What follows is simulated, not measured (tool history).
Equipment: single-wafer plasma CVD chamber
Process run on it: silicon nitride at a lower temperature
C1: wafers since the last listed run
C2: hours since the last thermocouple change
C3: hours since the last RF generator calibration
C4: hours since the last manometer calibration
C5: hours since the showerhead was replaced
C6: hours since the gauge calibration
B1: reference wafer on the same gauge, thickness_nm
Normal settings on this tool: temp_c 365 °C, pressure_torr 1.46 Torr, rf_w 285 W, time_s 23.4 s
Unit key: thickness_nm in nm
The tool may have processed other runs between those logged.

run 1 hour=0 | temp_c=365 pressure_torr=1.46 rf_w=265 time_s=23.4 | C1=0 C2=968.3 C3=1475.4 C4=2178.3 C5=2585.7 C6=499 | B1=21.644 | thickness_nm=23.859
run 2 hour=83.3 | temp_c=365 pressure_torr=1.75 rf_w=305 time_s=23.4 | C1=3324 C2=1051.6 C3=1558.7 C4=2261.6 C5=2669 C6=582.3 | B1=21.643 | thickness_nm=26.998
run 3 hour=101.7 | temp_c=365 pressure_torr=1.46 rf_w=285 time_s=23.4 | C1=734 C2=1070 C3=1577.1 C4=2280 C5=2687.4 C6=600.7 | B1=21.656 | thickness_nm=24.828
run 4 hour=129.1 | temp_c=365 pressure_torr=1.46 rf_w=285 time_s=23.4 | C1=1093 C2=1097.4 C3=1604.5 C4=2307.4 C5=2714.8 C6=628.1 | B1=21.666 | thickness_nm=24.961
run 5 hour=154.3 | temp_c=354 pressure_torr=1.46 rf_w=285 time_s=23.4 | C1=1005 C2=1122.6 C3=1629.7 C4=2332.6 C5=2740 C6=653.3 | B1=21.666 | thickness_nm=25.027
run 6 hour=171.2 | temp_c=354 pressure_torr=1.46 rf_w=285 time_s=23.4 | C1=674 C2=1139.5 C3=1646.6 C4=2349.5 C5=2756.9 C6=670.2 | B1=21.661 | thickness_nm=24.913
run 7 hour=200 | temp_c=365 pressure_torr=1.46 rf_w=285 time_s=23.4 | C1=1149 C2=1168.3 C3=1675.4 C4=2378.3 C5=2785.7 C6=699 | B1=21.674 | thickness_nm=24.909
run 8 hour=249.3 | temp_c=365 pressure_torr=1.46 rf_w=285 time_s=23.4 | C1=1967 C2=1217.6 C3=1724.7 C4=2427.6 C5=2835 C6=748.3 | B1=21.693 | thickness_nm=24.845
-- hour=279.4 RF generator calibrated
run 9 hour=281.1 | temp_c=365 pressure_torr=1.46 rf_w=285 time_s=23.4 | C1=949 C2=1249.4 C3=1.7 C4=2459.4 C5=2866.8 C6=780.1 | B1=21.675 | thickness_nm=24.798
run 10 hour=302.4 | temp_c=365 pressure_torr=1.46 rf_w=285 time_s=23.4 | C1=850 C2=1270.7 C3=23 C4=2480.7 C5=2888.1 C6=801.4 | B1=21.691 | thickness_nm=24.892
-- hour=327.2 showerhead replaced
-- hour=328.7 capacitance manometer re-zeroed and calibrated
run 11 hour=329.2 | temp_c=365 pressure_torr=1.46 rf_w=285 time_s=23.4 | C1=689 C2=1297.5 C3=49.8 C4=0.5 C5=2 C6=828.2 | B1=21.703 | thickness_nm=24.847
run 12 hour=356 | temp_c=365 pressure_torr=1.46 rf_w=285 time_s=23.4 | C1=1069 C2=1324.3 C3=76.6 C4=27.3 C5=28.8 C6=855 | B1=21.699 | thickness_nm=24.85
run 13 hour=378.5 | temp_c=365 pressure_torr=1.46 rf_w=285 time_s=23.4 | C1=898 C2=1346.8 C3=99.1 C4=49.8 C5=51.3 C6=877.5 | B1=21.718 | thickness_nm=25.006
run 14 hour=405.8 | temp_c=365 pressure_torr=1.46 rf_w=285 time_s=23.4 | C1=1089 C2=1374.1 C3=126.4 C4=77.1 C5=78.6 C6=904.8 | B1=21.708 | thickness_nm=24.916
run 15 hour=420.3 | temp_c=365 pressure_torr=1.62 rf_w=325 time_s=23.4 | C1=578 C2=1388.6 C3=140.9 C4=91.6 C5=93.1 C6=919.3 | B1=21.708 | thickness_nm=27.438
run 16 hour=444.5 | temp_c=365 pressure_torr=1.46 rf_w=285 time_s=27 | C1=965 C2=1412.8 C3=165.1 C4=115.8 C5=117.3 C6=943.5 | B1=21.712 | thickness_nm=28.717
run 17 hour=464.7 | temp_c=365 pressure_torr=1.46 rf_w=330 time_s=25.2 | C1=806 C2=1433 C3=185.3 C4=136 C5=137.5 C6=963.7 | B1=21.719 | thickness_nm=29.094
-- hour=469.1 gauge calibrated
run 18 hour=495.3 | temp_c=365 pressure_torr=1.6 rf_w=285 time_s=23.4 | C1=1221 C2=1463.6 C3=215.9 C4=166.6 C5=168.1 C6=26.2 | B1=21.265 | thickness_nm=24.946
-- hour=507.5 thermocouple changed; heater temperature recalibrated
run 19 hour=517.9 | temp_c=374 pressure_torr=1.46 rf_w=260 time_s=23.4 | C1=582 C2=10.4 C3=238.5 C4=189.2 C5=190.7 C6=48.8 | B1=21.287 | thickness_nm=23.205
run 20 hour=541.1 | temp_c=365 pressure_torr=1.46 rf_w=285 time_s=23.4 | C1=925 C2=33.6 C3=261.7 C4=212.4 C5=213.9 C6=72 | B1=21.323 | thickness_nm=24.545
run 21 hour=559.2 | temp_c=350 pressure_torr=1.46 rf_w=265 time_s=26.5 | C1=722 C2=51.7 C3=279.8 C4=230.5 C5=232 C6=90.1 | B1=21.338 | thickness_nm=26.885
run 22 hour=594.8 | temp_c=365 pressure_torr=1.77 rf_w=285 time_s=25.8 | C1=1420 C2=87.3 C3=315.4 C4=266.1 C5=267.6 C6=125.7 | B1=21.389 | thickness_nm=28.298
run 23 hour=668.2 | temp_c=377 pressure_torr=1.46 rf_w=235 time_s=23.4 | C1=2929 C2=160.7 C3=388.8 C4=339.5 C5=341 C6=199.1 | B1=21.448 | thickness_nm=21.932
run 24 hour=702.6 | temp_c=365 pressure_torr=1.46 rf_w=285 time_s=23.4 | C1=1372 C2=195.1 C3=423.2 C4=373.9 C5=375.4 C6=233.5 | B1=21.491 | thickness_nm=24.837
run 25 hour=719.4 | temp_c=365 pressure_torr=1.46 rf_w=240 time_s=23.4 | C1=670 C2=211.9 C3=440 C4=390.7 C5=392.2 C6=250.3 | B1=21.496 | thickness_nm=22.45
run 26 hour=751.7 | temp_c=378 pressure_torr=1.46 rf_w=285 time_s=23.4 | C1=1289 C2=244.2 C3=472.3 C4=423 C5=424.5 C6=282.6 | B1=21.5 | thickness_nm=24.528
run 27 hour=786.7 | temp_c=365 pressure_torr=1.46 rf_w=285 time_s=23.4 | C1=1396 C2=279.2 C3=507.3 C4=458 C5=459.5 C6=317.6 | B1=21.538 | thickness_nm=24.717
run 28 hour=820.1 | temp_c=365 pressure_torr=1.46 rf_w=285 time_s=23.4 | C1=1333 C2=312.6 C3=540.7 C4=491.4 C5=492.9 C6=351 | B1=21.541 | thickness_nm=24.813
run 29 hour=833.5 | temp_c=365 pressure_torr=1.77 rf_w=285 time_s=25.8 | C1=534 C2=326 C3=554.1 C4=504.8 C5=506.3 C6=364.4 | B1=21.562 | thickness_nm=28.625

4 ways to go on from here, each from the tool as it stands after run 29. What would each give?
run A hour=833.9 | temp_c=365 pressure_torr=1.46 rf_w=285 time_s=23.4 | C1=15 C2=326.4 C3=554.5 C4=505.2 C5=506.7 C6=364.8 | B1=? | thickness_nm=?
run B hour=833.9 | temp_c=350 pressure_torr=1.6 rf_w=265 time_s=21 | C1=15 C2=326.4 C3=554.5 C4=505.2 C5=506.7 C6=364.8 | B1=? | thickness_nm=?
run C hour=833.9 | temp_c=370 pressure_torr=1.69 rf_w=285 time_s=23.4 | C1=15 C2=326.4 C3=554.5 C4=505.2 C5=506.7 C6=364.8 | B1=? | thickness_nm=?
run D hour=833.9 | temp_c=365 pressure_torr=1.46 rf_w=250 time_s=21.6 | C1=15 C2=326.4 C3=554.5 C4=505.2 C5=506.7 C6=364.8 | B1=? | thickness_nm=?

run=A B1=21.555 thickness_nm=24.64
run=B B1=21.555 thickness_nm=21.831
run=C B1=21.555 thickness_nm=25.477
run=D B1=21.555 thickness_nm=21.153
Stripped of hidden state, with their random variation kept, the same runs would have yielded:
run=A thickness_nm=24.226
run=B thickness_nm=21.464
run=C thickness_nm=25.049
run=D thickness_nm=20.798
